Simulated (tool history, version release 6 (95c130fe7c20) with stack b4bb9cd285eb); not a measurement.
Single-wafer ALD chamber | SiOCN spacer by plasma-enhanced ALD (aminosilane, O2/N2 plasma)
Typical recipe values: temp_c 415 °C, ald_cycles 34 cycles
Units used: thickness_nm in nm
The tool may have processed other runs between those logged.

run    hour  temp_c  ald_cycles  wafers since the last listed run  hours since the last thermocouple change  hours since the gauge calibration  read-back reference wafer on the same gauge, thickness_nm  thickness_nm
  1     0.0     407          34                                 0                                     513.3                             2766.8                                                      1.840         1.771
  2    42.8     407          34                               358                                     556.1                             2809.6                                                      1.840         1.771
  3   111.1     415          34                               571                                     624.4                             2877.9                                                      1.840         1.739
  4   169.6     415          38                               489                                     682.9                             2936.4                                                      1.840         1.936
  5   241.1     412          36                               598                                     754.4                             3007.9                                                      1.840         1.848
  6   286.9     415          34                               383                                     800.2                             3053.7                                                      1.840         1.737
  7   367.1     415          34                               670                                     880.4                             3133.9                                                      1.840         1.735
  8   454.3     415          34                               729                                     967.6                             3221.1                                                      1.840         1.738
  9   549.8     415          34                               798                                    1063.1                             3316.6                                                      1.839         1.741
 10   617.8     415          34                               568                                    1131.1                             3384.6                                                      1.840         1.735
 11   713.8     409          34                               803                                    1227.1                             3480.6                                                      1.839         1.763
 12   762.2     409          34                               404                                    1275.5                             3529.0                                                      1.840         1.773
 13   867.0     409          34                               876                                    1380.3                             3633.8                                                      1.840         1.771
 14   955.5     415          34                               740                                    1468.8                             3722.3                                                      1.839         1.729
 15  1010.5     415          34                               460                                    1523.8                             3777.3                                                      1.840         1.742
 16  1052.5     415          34                               351                                    1565.8                             3819.3                                                      1.840         1.740
 17  1159.4     423          34                               894                                    1672.7                             3926.2                                                      1.840         1.700
 18  1407.1     423          34                              2072                                    1920.4                             4173.9                                                      1.840         1.700
 19  1458.4     423          34                               429                                    1971.7                             4225.2                                                      1.839         1.700
 20  1553.7     415          30                               797                                    2067.0                             4320.5                                                      1.840         1.539
     1595.8  -- thermocouple changed; heater temperature recalibrated
 21  1611.0     415          30                               412                                      15.2                             4377.8                                                      1.840         1.515
 22  1677.5     415          34                               556                                      81.7                             4444.3                                                      1.841         1.704
     1724.2  -- gauge calibrated
 23  1785.3     402          39                               901                                     189.5                               61.1                                                      1.841         2.038
 24  1850.7     415          34                               547                                     254.9                              126.5                                                      1.841         1.707
 25  1896.1     428          32                               379                                     300.3                              171.9                                                      1.840         1.545
 26  1946.2     415          37                               419                                     350.4                              222.0                                                      1.840         1.858
 27  2017.6     402          40                               597                                     421.8                              293.4                                                      1.840         2.098
 28  2121.1     415          34                               865                                     525.3                              396.9                                                      1.840         1.720
 29  2195.6     408          39                               623                                     599.8                              471.4                                                      1.839         2.004
     2267.3  -- thermocouple changed; heater temperature recalibrated, repeated, since the last time left the tool worse
 30  2269.5     429          34                               551                                       2.2                              545.3                                                      1.841         1.658

Run 31 comes next. What will it give?
 31  2350.4     415          34                               676                                      83.1                              626.2                                                          ?             ?

Run 31 yielded read-back reference wafer on the same gauge, thickness_nm 1.840, thickness_nm 1.732 nm.
Minus the tool's unlogged condition, the same run would have read thickness_nm 1.734 nm.

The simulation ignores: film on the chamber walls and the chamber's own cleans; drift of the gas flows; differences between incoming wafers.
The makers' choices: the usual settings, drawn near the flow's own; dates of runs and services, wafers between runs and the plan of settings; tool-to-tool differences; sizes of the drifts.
